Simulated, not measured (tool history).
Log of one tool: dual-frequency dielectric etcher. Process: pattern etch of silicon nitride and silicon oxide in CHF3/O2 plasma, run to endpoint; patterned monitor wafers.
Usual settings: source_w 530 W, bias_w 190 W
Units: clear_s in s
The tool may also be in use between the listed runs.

run,hour,source_w,bias_w,"incoming incoming film thickness, nm",clear_s
1,0.0,530,190,215.2,155.6
2,58.9,530,190,216.5,159.6
3,98.3,530,190,215.1,158.5
4,178.9,530,190,216.1,159.4
5,219.2,530,190,217.2,160.2
6,299.1,530,190,217.5,162.1
# hour 363.5: wet clean of the chamber
7,398.2,600,190,216.2,149.7
8,435.9,530,153,215.1,166.8
9,528.6,530,153,215.8,168.6
# hour 583.2: source power generator calibrated
10,619.5,530,153,214.2,167.9
11,697.2,440,190,215.9,170.1
12,744.1,500,190,216.0,164.3
# hour 769.8: bias power generator calibrated
13,798.2,530,190,215.1,161.7
14,897.4,500,143,217.2,179.0
# hour 947.9: wet clean of the chamber
15,964.3,470,211,217.1,158.2
16,1041.4,580,204,219.0,149.7
17,1115.0,530,190,215.3,157.7
18,1214.0,530,190,215.2,158.1
# hour 1261.4: upper electrode replaced
19,1290.6,530,190,218.0,158.2
20,1342.4,650,215,217.1,143.4
21,1402.6,490,190,214.6,164.0
# hour 1462.9: wet clean of the chamber
22,1509.0,640,207,217.3,140.8
23,1596.3,460,219,216.4,159.0
24,1646.5,590,162,216.2,158.9
25,1735.4,530,147,217.0,171.8
26,1824.3,600,161,215.9,159.3

Forecast each of these 3 alternatives for the next run:
A,1824.8,530,215,215.4,?
B,1824.8,530,204,215.4,?
C,1824.8,640,216,215.4,?

run,clear_s
A,153.4
B,155.9
C,142.4
Without the tool's hidden state the same runs would have given:
run,clear_s
A,149.9
B,152.3
C,139.1
